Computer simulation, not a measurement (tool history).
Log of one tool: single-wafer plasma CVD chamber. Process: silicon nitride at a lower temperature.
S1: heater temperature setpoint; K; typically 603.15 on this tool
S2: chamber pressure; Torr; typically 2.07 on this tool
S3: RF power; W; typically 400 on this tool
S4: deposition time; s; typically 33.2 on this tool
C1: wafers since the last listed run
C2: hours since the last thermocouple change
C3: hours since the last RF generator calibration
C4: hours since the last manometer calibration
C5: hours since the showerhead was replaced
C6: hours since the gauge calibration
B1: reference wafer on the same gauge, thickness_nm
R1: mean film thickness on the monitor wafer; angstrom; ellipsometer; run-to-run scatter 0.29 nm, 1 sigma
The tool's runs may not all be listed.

run	hour	S1	S2	S3	S4	C1	C2	C3	C4	C5	C6	B1	R1
1	0	603.15	1.77	400	33.2	0	1421.8	943.8	2055	6595.3	676.2	43.809	475.84
2	46.9	603.15	2.07	400	33.2	641	1468.7	990.7	2101.9	6642.2	723.1	43.762	492.86
3	79	603.15	2.07	400	33.2	438	1500.8	1022.8	2134	6674.3	755.2	43.59	496.67
4	134.1	603.15	2.07	400	33.2	753	1555.9	1077.9	2189.1	6729.4	810.3	43.595	497.33
5	200.3	603.15	2.07	400	34.6	904	1622.1	1144.1	2255.3	6795.6	876.5	43.569	512.72
# hour 209.4: showerhead replaced
6	255.4	603.15	2.07	400	34.6	643	1677.2	1199.2	2310.4	46	931.6	43.723	516.84
7	306.1	603.15	2.07	400	27.9	693	1727.9	1249.9	2361.1	96.7	982.3	43.659	414.54
8	361.3	590.15	2.42	445	37.1	754	1783.1	1305.1	2416.3	151.9	1037.5	43.763	638.29
9	401.4	603.15	2.45	480	33.2	548	1823.2	1345.2	2456.4	192	1077.6	43.675	608.95
# hour 420.5: RF generator calibrated
10	460.9	616.15	2.07	400	33.2	703	1882.7	40.4	2515.9	251.5	1137.1	43.804	485.89
# hour 499.7: thermocouple changed; heater temperature recalibrated
11	523.6	603.15	2.07	400	33.2	747	23.9	103.1	2578.6	314.2	1199.8	43.701	494.31
12	592.4	603.15	2.07	400	33.2	940	92.7	171.9	2647.4	383	1268.6	43.71	498.47
13	633.7	603.15	2.07	400	33.2	564	134	213.2	2688.7	424.3	1309.9	43.706	491.1
14	704.9	603.15	2.07	400	33.2	973	205.2	284.4	2759.9	495.5	1381.1	43.603	492.72
15	762.6	603.15	2.07	400	33.2	788	262.9	342.1	2817.6	553.2	1438.8	43.712	492.17
# hour 809.7: capacitance manometer re-zeroed and calibrated
16	814.7	603.15	2.07	400	36	602	315	394.2	5	605.3	1490.9	43.655	551.52
17	873.1	603.15	2.07	450	28.1	798	373.4	452.6	63.4	663.7	1549.3	43.59	480.33
18	925.6	603.15	2.07	365	33.2	717	425.9	505.1	115.9	716.2	1601.8	43.687	467.49
# hour 944.3: gauge calibrated
19	989.3	603.15	2.07	400	33.2	870	489.6	568.8	179.6	779.9	45	43.717	510.42
20	1034	603.15	2.24	330	33.2	611	534.3	613.5	224.3	824.6	89.7	43.622	422.47
21	1085.8	603.15	2.07	400	33.2	708	586.1	665.3	276.1	876.4	141.5	43.736	508.19
22	1137.6	588.15	2.07	465	27	708	637.9	717.1	327.9	928.2	193.3	43.596	474.4
23	1189.3	603.15	2.53	330	27.1	706	689.6	768.8	379.6	979.9	245	43.701	356.62
24	1233.7	603.15	2.07	400	33.2	606	734	813.2	424	1024.3	289.4	43.705	504.93
25	1270.6	609.15	1.62	320	36.5	504	770.9	850.1	460.9	1061.2	326.3	43.767	402.6
26	1298.6	597.15	2.07	370	39.3	382	798.9	878.1	488.9	1089.2	354.3	43.718	551.1
27	1342.1	614.15	1.9	335	33.2	594	842.4	921.6	532.4	1132.7	397.8	43.765	405.13
28	1386.6	603.15	2.07	355	36.7	608	886.9	966.1	576.9	1177.2	442.3	43.744	492.9
29	1454	614.15	1.9	335	33.2	921	954.3	1033.5	644.3	1244.6	509.7	43.659	405.04

A few steps of R1 between consecutive runs. Split each: what settings, incoming material and random variation would produce without the hidden state, and what is left over for the hidden state, along with gauge scatter present in only one of the two compared results (measured, and without hidden state):
The tool's hidden condition here consists of: wafer temperature above the value expected at the setpoint (K); delivered RF power above the setpoint (%); true pressure above the setpoint (%); gauge reads high (%).
Run 7 -> 8: S1 603.15 -> 590.15, S2 2.07 -> 2.42, S3 400 -> 445, S4 27.9 -> 37.1. R1 +223.75 angstrom: hidden state -5.41, all else +229.16.
Run 15 -> 16: S4 33.2 -> 36, capacitance manometer re-zeroed and calibrated. R1 +59.35 angstrom: hidden state +17.01, all else +42.34.
Run 25 -> 26: S1 609.15 -> 597.15, S2 1.62 -> 2.07, S3 320 -> 370, S4 36.5 -> 39.3. R1 +148.5 angstrom: hidden state -0.99, all else +149.49.
